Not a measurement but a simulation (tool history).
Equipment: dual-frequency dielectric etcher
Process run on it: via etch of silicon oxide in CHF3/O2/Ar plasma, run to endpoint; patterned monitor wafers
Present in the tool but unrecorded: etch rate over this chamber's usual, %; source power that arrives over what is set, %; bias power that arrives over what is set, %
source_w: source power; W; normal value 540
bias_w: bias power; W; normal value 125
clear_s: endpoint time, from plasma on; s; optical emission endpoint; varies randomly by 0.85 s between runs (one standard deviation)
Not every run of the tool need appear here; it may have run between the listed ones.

| run | hour | source_w | bias_w | wafers since the last listed run | hours since the last wet clean | hours since the last source power generator calibration | hours since the last bias power generator calibration | hours since the last upper electrode change | incoming incoming film thickness, nm | clear_s |
|---|---|---|---|---|---|---|---|---|---|---|
| 1 | 0 | 540 | 125 | 0 | 142.3 | 3241.2 | 4131.6 | 5302.2 | 388.7 | 233.4 |
| 2 | 15.8 | 540 | 125 | 96 | 158.1 | 3257 | 4147.4 | 5318 | 393.5 | 237.9 |
| 3 | 24 | 540 | 125 | 49 | 166.3 | 3265.2 | 4155.6 | 5326.2 | 392.5 | 237.8 |
| 4 | 39.2 | 440 | 117 | 92 | 181.5 | 3280.4 | 4170.8 | 5341.4 | 392.8 | 261 |
| 5 | 53.2 | 440 | 117 | 85 | 195.5 | 3294.4 | 4184.8 | 5355.4 | 390.8 | 259 |
| 6 | 70.3 | 540 | 125 | 103 | 212.6 | 3311.5 | 4201.9 | 5372.5 | 394 | 237.1 |
| 7 | 82.9 | 540 | 109 | 76 | 225.2 | 3324.1 | 4214.5 | 5385.1 | 392.8 | 244 |
| 8 | 98.8 | 630 | 102 | 96 | 241.1 | 3340 | 4230.4 | 5401 | 391 | 231 |
| 9 | 116 | 470 | 125 | 104 | 258.3 | 3357.2 | 4247.6 | 5418.2 | 400.8 | 254.5 |
| 10 | 125.7 | 470 | 125 | 58 | 268 | 3366.9 | 4257.3 | 5427.9 | 391.2 | 246.8 |
| 11 | 138.5 | 470 | 125 | 77 | 280.8 | 3379.7 | 4270.1 | 5440.7 | 391.2 | 247.9 |
|  | 173.7 | bias power generator calibrated |
| 12 | 179.2 | 540 | 125 | 223 | 321.5 | 3420.4 | 5.5 | 5481.4 | 392.6 | 233.4 |
| 13 | 196 | 540 | 125 | 102 | 338.3 | 3437.2 | 22.3 | 5498.2 | 397.6 | 235.4 |
| 14 | 203.4 | 540 | 125 | 44 | 345.7 | 3444.6 | 29.7 | 5505.6 | 392.7 | 234.8 |
|  | 243.6 | upper electrode replaced |
| 15 | 244.1 | 490 | 142 | 101 | 386.4 | 3485.3 | 70.4 | 0.5 | 389.6 | 232.3 |
| 16 | 256.9 | 540 | 155 | 77 | 399.2 | 3498.1 | 83.2 | 13.3 | 388.3 | 217.8 |
| 17 | 263 | 540 | 100 | 37 | 405.3 | 3504.2 | 89.3 | 19.4 | 389.4 | 241.6 |
|  | 296.2 | wet clean of the chamber |
| 18 | 296.7 | 490 | 138 | 58 | 0.5 | 3537.9 | 123 | 53.1 | 395.6 | 229.7 |
| 19 | 297.2 | 440 | 117 | 3 | 1 | 3538.4 | 123.5 | 53.6 | 394.4 | 247.9 |
| 20 | 299.3 | 620 | 125 | 12 | 3.1 | 3540.5 | 125.6 | 55.7 | 396.2 | 213.8 |

Run 21, settings as shown, results not yet in. Your forecast:
|  | 308.7 | source power generator calibrated |
| 21 | 323.7 | 420 | 136 | 124 | 27.5 | 15 | 150 | 80.1 | 394.1 | ? |

{"run 21": {"clear_s": 243.8}}
Had the tool carried no hidden state, the very same run would have given clear_s 260.1 s.
